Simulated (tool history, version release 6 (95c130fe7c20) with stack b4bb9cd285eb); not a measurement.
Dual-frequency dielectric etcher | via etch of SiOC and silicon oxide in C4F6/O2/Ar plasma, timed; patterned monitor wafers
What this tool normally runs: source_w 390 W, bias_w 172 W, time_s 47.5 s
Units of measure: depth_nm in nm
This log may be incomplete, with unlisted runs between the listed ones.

| run | hour | source_w | bias_w | time_s | read-back reference wafer on the same gauge, depth_nm | depth_nm |
|---|---|---|---|---|---|---|
| 1 | 0 | 390 | 172 | 38 | 54.3 | 46.2 |
| 2 | 48.9 | 390 | 172 | 38 | 54.5 | 45.8 |
| 3 | 160.5 | 390 | 172 | 47.5 | 54.6 | 57.3 |
| 4 | 217.6 | 390 | 172 | 47.5 | 54.9 | 57.7 |
| 5 | 267.8 | 390 | 172 | 47.5 | 54.8 | 58.8 |
| 6 | 295.4 | 390 | 172 | 47.5 | 55.1 | 58.6 |
|  | 349 | gauge calibrated |
| 7 | 360.2 | 390 | 172 | 47.5 | 53.6 | 56.1 |
|  | 375.9 | source power generator calibrated |
|  | 386.6 | wet clean of the chamber |
| 8 | 400 | 390 | 172 | 47.5 | 53.6 | 57.2 |
|  | 465.2 | upper electrode replaced |
| 9 | 465.7 | 390 | 189 | 47.5 | 53.6 | 57.8 |
| 10 | 513.4 | 470 | 192 | 47.5 | 53.8 | 63.8 |
| 11 | 568.4 | 390 | 172 | 53 | 53.9 | 63.3 |
|  | 642.4 | bias power generator calibrated |
| 12 | 653.3 | 390 | 172 | 57 | 54 | 68.3 |
| 13 | 692.5 | 390 | 135 | 47.5 | 54.2 | 54.2 |
| 14 | 723.8 | 390 | 172 | 47.5 | 54 | 57.7 |
| 15 | 778.8 | 390 | 172 | 34 | 54.2 | 41.7 |
|  | 848.2 | wet clean of the chamber |
| 16 | 849.5 | 310 | 204 | 47.5 | 54.6 | 55 |
| 17 | 887.5 | 300 | 215 | 58 | 54.5 | 67.9 |
| 18 | 944.7 | 440 | 172 | 58.5 | 54.7 | 75.3 |
| 19 | 992.9 | 390 | 172 | 47.5 | 54.9 | 58 |

Some steps in depth_nm between neighbouring runs. How much of each would the tool show without its hidden state too (settings, what came in, random variation), and how much is left for the hidden state, with any gauge scatter that isn't in both results?
What the log doesn't record here: etch rate over this chamber's usual, %; source power that arrives over what is set, %; bias power that arrives over what is set, %; gauge reads high (%).
Run 6 -> 7: gauge calibrated. depth_nm -2.5 nm: hidden state -1.6, all else -0.9.
Run 18 -> 19: source_w 440 -> 390, time_s 58.5 -> 47.5. depth_nm -17.3 nm: hidden state -0.2, all else -17.1.

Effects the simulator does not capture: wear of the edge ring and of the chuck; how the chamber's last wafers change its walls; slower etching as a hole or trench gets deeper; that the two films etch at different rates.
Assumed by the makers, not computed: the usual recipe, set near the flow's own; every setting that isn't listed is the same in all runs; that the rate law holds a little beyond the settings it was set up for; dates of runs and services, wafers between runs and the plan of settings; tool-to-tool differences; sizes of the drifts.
